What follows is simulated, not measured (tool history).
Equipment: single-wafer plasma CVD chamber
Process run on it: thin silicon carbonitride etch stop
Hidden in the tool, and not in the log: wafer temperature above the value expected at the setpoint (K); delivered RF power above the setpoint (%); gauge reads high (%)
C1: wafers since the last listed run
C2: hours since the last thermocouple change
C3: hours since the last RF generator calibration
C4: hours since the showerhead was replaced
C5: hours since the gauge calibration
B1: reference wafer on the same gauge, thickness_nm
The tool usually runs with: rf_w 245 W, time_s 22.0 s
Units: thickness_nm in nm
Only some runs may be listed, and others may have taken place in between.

Run 1, hour 0.0: usual settings; C1 0; C2 1110.8; C3 2305.1; C4 5374.1; C5 411.8; B1 14.093. Result: thickness_nm 12.693 nm.
Run 2, hour 32.1: usual settings; C1 658; C2 1142.9; C3 2337.2; C4 5406.2; C5 443.9; B1 14.105. Result: thickness_nm 12.685 nm.
Run 3, hour 54.3: usual settings; C1 455; C2 1165.1; C3 2359.4; C4 5428.4; C5 466.1; B1 14.097. Result: thickness_nm 12.702 nm.
Run 4, hour 66.6: usual settings but time_s 20.8 s; C1 252; C2 1177.4; C3 2371.7; C4 5440.7; C5 478.4; B1 14.108. Result: thickness_nm 12.012 nm.
Run 5, hour 98.3: usual settings but time_s 20.8 s; C1 650; C2 1209.1; C3 2403.4; C4 5472.4; C5 510.1; B1 14.101. Result: thickness_nm 11.998 nm.
Run 6, hour 122.6: usual settings but time_s 20.8 s; C1 498; C2 1233.4; C3 2427.7; C4 5496.7; C5 534.4; B1 14.096. Result: thickness_nm 11.999 nm.
Run 7, hour 147.5: usual settings but rf_w 260 W, time_s 24.6 s; C1 510; C2 1258.3; C3 2452.6; C4 5521.6; C5 559.3; B1 14.095. Result: thickness_nm 14.367 nm.
Run 8, hour 178.7: usual settings but rf_w 260 W, time_s 24.6 s; C1 639; C2 1289.5; C3 2483.8; C4 5552.8; C5 590.5; B1 14.097. Result: thickness_nm 14.351 nm.
Run 9, hour 195.9: usual settings but rf_w 260 W, time_s 24.6 s; C1 352; C2 1306.7; C3 2501.0; C4 5570.0; C5 607.7; B1 14.104. Result: thickness_nm 14.326 nm.
Run 10, hour 222.3: usual settings but rf_w 270 W, time_s 24.7 s; C1 541; C2 1333.1; C3 2527.4; C4 5596.4; C5 634.1; B1 14.102. Result: thickness_nm 14.511 nm.
Run 11, hour 250.0: usual settings but rf_w 270 W, time_s 24.7 s; C1 568; C2 1360.8; C3 2555.1; C4 5624.1; C5 661.8; B1 14.097. Result: thickness_nm 14.536 nm.
Run 12, hour 284.3: usual settings but rf_w 270 W, time_s 24.7 s; C1 703; C2 1395.1; C3 2589.4; C4 5658.4; C5 696.1; B1 14.102. Result: thickness_nm 14.544 nm.
At hour 290.3: gauge calibrated.
At hour 333.8: RF generator calibrated.
At hour 374.9: thermocouple changed; heater temperature recalibrated.
Run 13, hour 375.4: usual settings; C1 1540; C2 0.5; C3 41.6; C4 5749.5; C5 85.1; B1 14.100. Result: thickness_nm 12.835 nm.
Run 14, hour 421.6: usual settings; C1 947; C2 46.7; C3 87.8; C4 5795.7; C5 131.3; B1 14.105. Result: thickness_nm 12.848 nm.
Run 15, hour 453.4: usual settings but rf_w 210 W, time_s 18.0 s; C1 652; C2 78.5; C3 119.6; C4 5827.5; C5 163.1; B1 14.096. Result: thickness_nm 10.221 nm.
Run 16, hour 558.8: usual settings but rf_w 205 W, time_s 18.1 s; C1 2161; C2 183.9; C3 225.0; C4 5932.9; C5 268.5; B1 14.098. Result: thickness_nm 10.207 nm.
Run 17, hour 571.7: usual settings; C1 264; C2 196.8; C3 237.9; C4 5945.8; C5 281.4; B1 14.096. Result: thickness_nm 12.819 nm.
Run 18, hour 594.1: usual settings but rf_w 210 W, time_s 18.8 s; C1 459; C2 219.2; C3 260.3; C4 5968.2; C5 303.8; B1 14.098. Result: thickness_nm 10.634 nm.

Run 19 has not been measured yet. What should we expect?
Run 19, hour 627.6: usual settings but time_s 25.8 s; C1 687; C2 252.7; C3 293.8; C4 6001.7; C5 337.3; B1 ?. Result: thickness_nm ?.

B1: 14.102
thickness_nm: 15.033 nm
With the hidden condition absent and the run-to-run variation left alone, this run would have shown thickness_nm 15.099 nm.
